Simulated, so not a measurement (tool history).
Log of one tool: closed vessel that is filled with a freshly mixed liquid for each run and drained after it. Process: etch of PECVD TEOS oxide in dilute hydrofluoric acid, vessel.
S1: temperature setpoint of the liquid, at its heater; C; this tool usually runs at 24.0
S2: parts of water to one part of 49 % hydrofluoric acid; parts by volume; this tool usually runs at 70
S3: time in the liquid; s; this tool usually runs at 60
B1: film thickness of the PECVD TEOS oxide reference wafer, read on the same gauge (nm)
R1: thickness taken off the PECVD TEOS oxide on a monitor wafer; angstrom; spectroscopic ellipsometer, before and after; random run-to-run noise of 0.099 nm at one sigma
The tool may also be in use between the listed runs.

run	hour	S1	S2	S3	B1	R1
1	0.0	24.0	70	60	110.03	127.3
2	12.6	24.0	70	70	110.01	148.2
3	45.1	24.0	70	70	109.98	149.4
4	64.4	24.0	70	70	110.02	148.4
5	77.7	24.0	60	60	110.00	150.5
6	103.8	24.0	70	60	109.98	127.8
7	177.1	24.0	50	60	110.00	180.5
8	202.2	24.0	50	60	110.00	182.8
9	232.1	26.5	70	45	109.99	104.7
10	245.1	24.0	70	60	110.00	125.6
11	276.6	24.0	70	60	110.02	126.9
12	298.6	24.0	70	60	109.98	126.0
13	316.7	24.0	70	60	110.04	126.6
14	344.0	24.0	70	60	110.00	126.2
15	378.8	24.0	85	60	110.01	101.6
16	397.2	24.0	70	60	109.97	126.7
17	427.9	24.0	70	60	109.99	125.6
18	449.0	24.0	70	35	109.99	73.2
19	463.5	28.0	85	70	109.99	136.2
# hour 472.7: gauge calibrated
20	477.7	20.0	55	40	110.02	90.9
21	547.4	24.0	70	60	109.99	125.4
22	569.6	24.0	95	60	110.02	88.2
23	587.2	24.0	100	35	109.95	49.0
24	607.2	24.0	70	60	110.05	123.7
25	629.4	24.0	70	60	110.02	125.0
26	644.5	28.0	70	60	110.01	146.0
27	671.1	22.0	85	50	109.99	76.8
# hour 693.4: thermometer replaced
# hour 731.3: hydrofluoric acid flow meter replaced
28	734.6	24.0	70	60	110.02	135.2
29	748.4	24.0	70	60	109.99	135.6
30	852.5	24.0	70	30	110.00	68.4
31	873.6	22.0	55	45	109.98	120.2
32	888.8	25.5	85	45	110.00	86.0
33	921.7	24.0	70	60	110.04	133.7
34	950.8	20.5	60	60	110.05	136.6

Consider 3 possible next runs. They are alternatives, not a sequence: every one starts from the tool as it was left by run 34. What does each give?
A	951.5	24.0	70	60	?	?
B	951.5	21.5	80	60	?	?
C	951.5	24.0	100	60	?	?

run	B1	R1
A	110.00	136.7
B	110.00	106.7
C	110.00	92.2
The same runs, with their run-to-run variation unchanged, on a tool lacking any hidden condition would have given:
run	R1
A	138.6
B	108.1
C	93.4
